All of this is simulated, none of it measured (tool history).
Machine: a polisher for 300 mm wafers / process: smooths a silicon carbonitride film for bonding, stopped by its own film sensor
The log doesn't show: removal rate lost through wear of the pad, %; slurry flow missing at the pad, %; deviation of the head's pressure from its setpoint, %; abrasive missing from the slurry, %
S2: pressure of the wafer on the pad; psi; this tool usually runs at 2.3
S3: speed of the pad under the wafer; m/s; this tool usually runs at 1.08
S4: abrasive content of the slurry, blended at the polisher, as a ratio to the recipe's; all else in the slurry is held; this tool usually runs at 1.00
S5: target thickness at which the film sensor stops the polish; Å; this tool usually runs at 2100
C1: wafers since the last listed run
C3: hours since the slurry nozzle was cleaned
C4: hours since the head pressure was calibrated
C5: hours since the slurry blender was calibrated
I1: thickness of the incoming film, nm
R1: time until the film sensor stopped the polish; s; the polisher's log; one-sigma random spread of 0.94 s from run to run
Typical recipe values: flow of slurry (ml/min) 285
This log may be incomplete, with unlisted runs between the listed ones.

{"run": 1, "hour": 0.0, "flow of slurry (ml/min)": 285, "S2": 2.3, "S3": 1.08, "S4": 1.0, "S5": 2080, "C1": 0, "wafers polished on this pad": 364, "C3": 164.1, "C4": 1452.9, "C5": 104.3, "I1": 233.4, "R1": 101.2}
{"run": 2, "hour": 12.1, "flow of slurry (ml/min)": 285, "S2": 2.3, "S3": 1.08, "S4": 1.0, "S5": 2080, "C1": 86, "wafers polished on this pad": 451, "C3": 176.2, "C4": 1465.0, "C5": 116.4, "I1": 233.4, "R1": 101.9}
{"run": 3, "hour": 21.3, "flow of slurry (ml/min)": 285, "S2": 2.3, "S3": 1.08, "S4": 1.0, "S5": 2100, "C1": 65, "wafers polished on this pad": 517, "C3": 185.4, "C4": 1474.2, "C5": 125.6, "I1": 228.6, "R1": 74.3}
{"run": 4, "hour": 37.1, "flow of slurry (ml/min)": 285, "S2": 2.3, "S3": 1.08, "S4": 1.0, "S5": 2100, "C1": 113, "wafers polished on this pad": 630, "C3": 201.2, "C4": 1490.0, "C5": 141.4, "I1": 226.7, "R1": 66.2}
{"run": 5, "hour": 57.5, "flow of slurry (ml/min)": 285, "S2": 2.3, "S3": 1.08, "S4": 1.0, "S5": 2100, "C1": 145, "wafers polished on this pad": 776, "C3": 221.6, "C4": 1510.4, "C5": 161.8, "I1": 231.4, "R1": 84.7}
{"run": 6, "hour": 67.5, "flow of slurry (ml/min)": 285, "S2": 2.3, "S3": 1.08, "S4": 1.0, "S5": 2100, "C1": 71, "wafers polished on this pad": 847, "C3": 231.6, "C4": 1520.4, "C5": 171.8, "I1": 227.2, "R1": 69.8}
{"hour": 85.4, "done": "worn pad replaced by a new one"}
{"run": 7, "hour": 85.9, "flow of slurry (ml/min)": 285, "S2": 2.3, "S3": 1.08, "S4": 1.0, "S5": 2100, "C1": 103, "wafers polished on this pad": 3, "C3": 250.0, "C4": 1538.8, "C5": 190.2, "I1": 224.8, "R1": 59.2}
{"run": 8, "hour": 98.7, "flow of slurry (ml/min)": 285, "S2": 2.3, "S3": 1.08, "S4": 1.0, "S5": 2100, "C1": 91, "wafers polished on this pad": 95, "C3": 262.8, "C4": 1551.6, "C5": 203.0, "I1": 227.1, "R1": 69.2}
{"run": 9, "hour": 112.1, "flow of slurry (ml/min)": 285, "S2": 2.3, "S3": 1.08, "S4": 1.0, "S5": 2100, "C1": 95, "wafers polished on this pad": 191, "C3": 276.2, "C4": 1565.0, "C5": 216.4, "I1": 230.9, "R1": 83.9}
{"run": 10, "hour": 128.6, "flow of slurry (ml/min)": 285, "S2": 2.3, "S3": 1.08, "S4": 1.0, "S5": 2100, "C1": 118, "wafers polished on this pad": 309, "C3": 292.7, "C4": 1581.5, "C5": 232.9, "I1": 231.6, "R1": 86.7}
{"run": 11, "hour": 141.0, "flow of slurry (ml/min)": 220, "S2": 2.3, "S3": 1.08, "S4": 1.0, "S5": 2100, "C1": 88, "wafers polished on this pad": 398, "C3": 305.1, "C4": 1593.9, "C5": 245.3, "I1": 229.4, "R1": 81.5}
{"run": 12, "hour": 147.8, "flow of slurry (ml/min)": 220, "S2": 2.3, "S3": 1.08, "S4": 1.0, "S5": 2100, "C1": 48, "wafers polished on this pad": 446, "C3": 311.9, "C4": 1600.7, "C5": 252.1, "I1": 232.1, "R1": 90.4}
{"hour": 156.2, "done": "head pressure recalibrated"}
{"run": 13, "hour": 160.3, "flow of slurry (ml/min)": 220, "S2": 2.3, "S3": 1.08, "S4": 1.0, "S5": 2100, "C1": 75, "wafers polished on this pad": 521, "C3": 324.4, "C4": 4.1, "C5": 264.6, "I1": 231.4, "R1": 90.0}
{"run": 14, "hour": 175.6, "flow of slurry (ml/min)": 320, "S2": 2.3, "S3": 1.08, "S4": 1.2, "S5": 2100, "C1": 109, "wafers polished on this pad": 631, "C3": 339.7, "C4": 19.4, "C5": 279.9, "I1": 228.3, "R1": 64.8}
{"hour": 179.8, "done": "slurry blender recalibrated"}
{"run": 15, "hour": 184.3, "flow of slurry (ml/min)": 285, "S2": 2.0, "S3": 1.08, "S4": 0.9, "S5": 2100, "C1": 47, "wafers polished on this pad": 679, "C3": 348.4, "C4": 28.1, "C5": 4.5, "I1": 227.1, "R1": 86.3}
{"run": 16, "hour": 201.1, "flow of slurry (ml/min)": 250, "S2": 2.7, "S3": 1.08, "S4": 1.0, "S5": 2100, "C1": 120, "wafers polished on this pad": 799, "C3": 365.2, "C4": 44.9, "C5": 21.3, "I1": 227.2, "R1": 61.5}
{"run": 17, "hour": 209.0, "flow of slurry (ml/min)": 285, "S2": 2.3, "S3": 1.08, "S4": 1.0, "S5": 2100, "C1": 56, "wafers polished on this pad": 856, "C3": 373.1, "C4": 52.8, "C5": 29.2, "I1": 227.3, "R1": 70.5}
{"run": 18, "hour": 225.8, "flow of slurry (ml/min)": 285, "S2": 2.3, "S3": 0.78, "S4": 1.0, "S5": 2100, "C1": 120, "wafers polished on this pad": 976, "C3": 389.9, "C4": 69.6, "C5": 46.0, "I1": 229.2, "R1": 92.8}
{"run": 19, "hour": 235.4, "flow of slurry (ml/min)": 285, "S2": 1.6, "S3": 1.08, "S4": 1.3, "S5": 2100, "C1": 68, "wafers polished on this pad": 1045, "C3": 399.5, "C4": 79.2, "C5": 55.6, "I1": 227.0, "R1": 84.1}
{"hour": 240.7, "done": "worn pad replaced by a new one"}
{"hour": 243.5, "done": "slurry nozzle cleaned"}
{"run": 20, "hour": 248.0, "flow of slurry (ml/min)": 190, "S2": 1.5, "S3": 1.08, "S4": 1.0, "S5": 2150, "C1": 54, "wafers polished on this pad": 44, "C3": 4.5, "C4": 91.8, "C5": 68.2, "I1": 229.8, "R1": 93.0}
{"run": 21, "hour": 258.7, "flow of slurry (ml/min)": 285, "S2": 2.3, "S3": 1.08, "S4": 1.0, "S5": 2100, "C1": 76, "wafers polished on this pad": 121, "C3": 15.2, "C4": 102.5, "C5": 78.9, "I1": 230.3, "R1": 77.6}
{"run": 22, "hour": 269.9, "flow of slurry (ml/min)": 285, "S2": 1.8, "S3": 0.82, "S4": 1.0, "S5": 2140, "C1": 80, "wafers polished on this pad": 201, "C3": 26.4, "C4": 113.7, "C5": 90.1, "I1": 229.5, "R1": 89.6}
{"run": 23, "hour": 280.6, "flow of slurry (ml/min)": 285, "S2": 1.5, "S3": 1.08, "S4": 1.0, "S5": 2100, "C1": 76, "wafers polished on this pad": 278, "C3": 37.1, "C4": 124.4, "C5": 100.8, "I1": 227.9, "R1": 107.3}
{"run": 24, "hour": 294.2, "flow of slurry (ml/min)": 325, "S2": 2.3, "S3": 1.08, "S4": 1.0, "S5": 2100, "C1": 97, "wafers polished on this pad": 375, "C3": 50.7, "C4": 138.0, "C5": 114.4, "I1": 228.7, "R1": 71.4}
{"run": 25, "hour": 308.3, "flow of slurry (ml/min)": 340, "S2": 2.3, "S3": 1.08, "S4": 1.0, "S5": 2100, "C1": 100, "wafers polished on this pad": 476, "C3": 64.8, "C4": 152.1, "C5": 128.5, "I1": 231.8, "R1": 84.2}
{"run": 26, "hour": 316.5, "flow of slurry (ml/min)": 285, "S2": 2.3, "S3": 1.08, "S4": 1.0, "S5": 2100, "C1": 58, "wafers polished on this pad": 535, "C3": 73.0, "C4": 160.3, "C5": 136.7, "I1": 229.1, "R1": 74.1}
{"run": 27, "hour": 330.0, "flow of slurry (ml/min)": 205, "S2": 2.3, "S3": 1.08, "S4": 1.0, "S5": 2100, "C1": 96, "wafers polished on this pad": 631, "C3": 86.5, "C4": 173.8, "C5": 150.2, "I1": 228.3, "R1": 75.1}
{"run": 28, "hour": 345.0, "flow of slurry (ml/min)": 285, "S2": 2.3, "S3": 1.08, "S4": 1.0, "S5": 2100, "C1": 107, "wafers polished on this pad": 738, "C3": 101.5, "C4": 188.8, "C5": 165.2, "I1": 231.0, "R1": 81.8}
{"run": 29, "hour": 362.0, "flow of slurry (ml/min)": 370, "S2": 2.3, "S3": 1.08, "S4": 1.0, "S5": 2100, "C1": 121, "wafers polished on this pad": 860, "C3": 118.5, "C4": 205.8, "C5": 182.2, "I1": 230.6, "R1": 80.0}
{"run": 30, "hour": 377.1, "flow of slurry (ml/min)": 285, "S2": 2.3, "S3": 1.08, "S4": 1.2, "S5": 2100, "C1": 108, "wafers polished on this pad": 968, "C3": 133.6, "C4": 220.9, "C5": 197.3, "I1": 230.5, "R1": 71.9}

Measured minus without-hidden-state, run by run (identical run-to-run variation in each term; gauge scatter may differ):
run=1 R1=+1.7
run=2 R1=+1.8
run=3 R1=+1.4
run=4 R1=+1.3
run=5 R1=+1.9
run=6 R1=+1.7
run=7 R1=+1.5
run=8 R1=+1.8
run=9 R1=+2.4
run=10 R1=+2.7
run=11 R1=+3.2
run=12 R1=+3.6
run=13 R1=+3.8
run=14 R1=+2.2
run=15 R1=+3.3
run=16 R1=+2.7
run=17 R1=+2.9
run=18 R1=+4.1
run=19 R1=+3.9
run=20 R1=+0.4
run=21 R1=+0.3
run=22 R1=+0.5
run=23 R1=+0.7
run=24 R1=+0.4
run=25 R1=+0.6
run=26 R1=+0.7
run=27 R1=+1.0
run=28 R1=+1.0
run=29 R1=+0.9
run=30 R1=+1.1
